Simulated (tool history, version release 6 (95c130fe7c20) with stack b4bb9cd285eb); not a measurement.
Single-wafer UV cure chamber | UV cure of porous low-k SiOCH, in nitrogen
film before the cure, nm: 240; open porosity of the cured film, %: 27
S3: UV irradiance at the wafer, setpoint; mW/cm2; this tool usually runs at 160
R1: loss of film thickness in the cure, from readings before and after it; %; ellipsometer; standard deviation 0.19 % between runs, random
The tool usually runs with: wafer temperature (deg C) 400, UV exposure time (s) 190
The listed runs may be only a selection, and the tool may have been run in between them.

Run 1, day 0: usual settings. Result: R1 12.383 %.
Run 2, day 0.596: usual settings. Result: R1 12.165 %.
Run 3, day 2.058: usual settings but wafer temperature (deg C) 415. Result: R1 12.321 %.
Run 4, day 3.512: usual settings but wafer temperature (deg C) 415. Result: R1 12.523 %.
Run 5, day 4.096: usual settings. Result: R1 12.214 %.
Run 6, day 5.571: usual settings. Result: R1 12.043 %.
Run 7, day 6.446: usual settings. Result: R1 12.151 %.
Run 8, day 7.842: usual settings. Result: R1 12.233 %.
Run 9, day 9.338: usual settings. Result: R1 12.028 %.
Run 10, day 10.458: usual settings. Result: R1 11.895 %.
Run 11, day 12.292: usual settings. Result: R1 11.95 %.
Run 12, day 13.5: usual settings. Result: R1 12.004 %.
Run 13, day 14.754: usual settings. Result: R1 11.849 %.
Run 14, day 15.525: usual settings but S3 188 mW/cm2. Result: R1 12.903 %.
Run 15, day 16.217: usual settings. Result: R1 11.679 %.
At day 17.5: UV bulbs replaced.
Run 16, day 17.658: usual settings but UV exposure time (s) 145. Result: R1 12.722 %.
At day 19.121: quartz window cleaned.
Run 17, day 19.142: usual settings. Result: R1 15.294 %.
Run 18, day 20.075: usual settings. Result: R1 14.926 %.
Run 19, day 21.446: usual settings. Result: R1 14.542 %.
Run 20, day 22.412: usual settings but S3 182 mW/cm2. Result: R1 15.563 %.
Run 21, day 23.421: usual settings but S3 182 mW/cm2. Result: R1 15.461 %.
Run 22, day 24.108: usual settings. Result: R1 14.35 %.
Run 23, day 24.775: usual settings. Result: R1 14.185 %.
Run 24, day 25.454: usual settings. Result: R1 14.224 %.
Run 25, day 26.208: usual settings but wafer temperature (deg C) 381, UV exposure time (s) 135. Result: R1 12.071 %.
Run 26, day 27.671: usual settings but wafer temperature (deg C) 415, UV exposure time (s) 75, S3 131 mW/cm2. Result: R1 8.697 %.
Run 27, day 28.354: usual settings but S3 130 mW/cm2. Result: R1 12.443 %.
Run 28, day 29.55: usual settings but wafer temperature (deg C) 410, S3 126 mW/cm2. Result: R1 12.665 %.
Run 29, day 30.329: usual settings. Result: R1 13.515 %.
Run 30, day 31.367: usual settings but wafer temperature (deg C) 386. Result: R1 13.383 %.
Run 31, day 32.338: usual settings but wafer temperature (deg C) 393, UV exposure time (s) 130. Result: R1 11.459 %.
Run 32, day 33.767: usual settings. Result: R1 13.277 %.
Run 33, day 34.804: usual settings but wafer temperature (deg C) 411, UV exposure time (s) 230, S3 147 mW/cm2. Result: R1 14.055 %.
Run 34, day 36.029: usual settings but S3 134 mW/cm2. Result: R1 12.328 %.
Run 35, day 37.154: usual settings but wafer temperature (deg C) 406, UV exposure time (s) 305, S3 129 mW/cm2. Result: R1 14.434 %.
Run 36, day 37.779: usual settings but wafer temperature (deg C) 415, UV exposure time (s) 240, S3 177 mW/cm2. Result: R1 14.88 %.
Run 37, day 39.021: usual settings but wafer temperature (deg C) 395, UV exposure time (s) 255, S3 144 mW/cm2. Result: R1 13.607 %.
Run 38, day 39.683: usual settings but wafer temperature (deg C) 406, UV exposure time (s) 100, S3 142 mW/cm2. Result: R1 9.463 %.
Run 39, day 40.421: usual settings but wafer temperature (deg C) 415, UV exposure time (s) 140, S3 127 mW/cm2. Result: R1 10.492 %.
Run 40, day 41.342: usual settings but wafer temperature (deg C) 395, UV exposure time (s) 255, S3 144 mW/cm2. Result: R1 13.521 %.
Run 41, day 42.304: usual settings. Result: R1 12.771 %.
Run 42, day 43.562: usual settings but wafer temperature (deg C) 407, UV exposure time (s) 235. Result: R1 13.653 %.
Run 43, day 44.604: usual settings but UV exposure time (s) 285, S3 139 mW/cm2. Result: R1 14.205 %.
Run 44, day 45.508: usual settings but wafer temperature (deg C) 387, UV exposure time (s) 90. Result: R1 8.722 %.
Run 45, day 46.071: usual settings but UV exposure time (s) 255, S3 180 mW/cm2. Result: R1 14.778 %.
Run 46, day 47.208: usual settings. Result: R1 12.436 %.
Run 47, day 48.529: usual settings. Result: R1 12.299 %.

Branching from run 47: 5 alternative next runs. What would each branch give?
Run A, day 48.55: usual settings. Result: R1 ?.
Run B, day 48.55: usual settings but S3 125 mW/cm2. Result: R1 ?.
Run C, day 48.55: usual settings but UV exposure time (s) 125. Result: R1 ?.
Run D, day 48.55: usual settings but UV exposure time (s) 230, S3 139 mW/cm2. Result: R1 ?.
Run E, day 48.55: usual settings but wafer temperature (deg C) 389, S3 184 mW/cm2. Result: R1 ?.

run      R1
  A  12.337
  B  11.144
  C  10.328
  D  12.583
  E  12.812
Take away the tool's hidden state, keep each run's random variation, and the runs would have read:
run      R1
  A  15.221
  B  13.961
  C    13.1
  D  15.481
  E  15.721
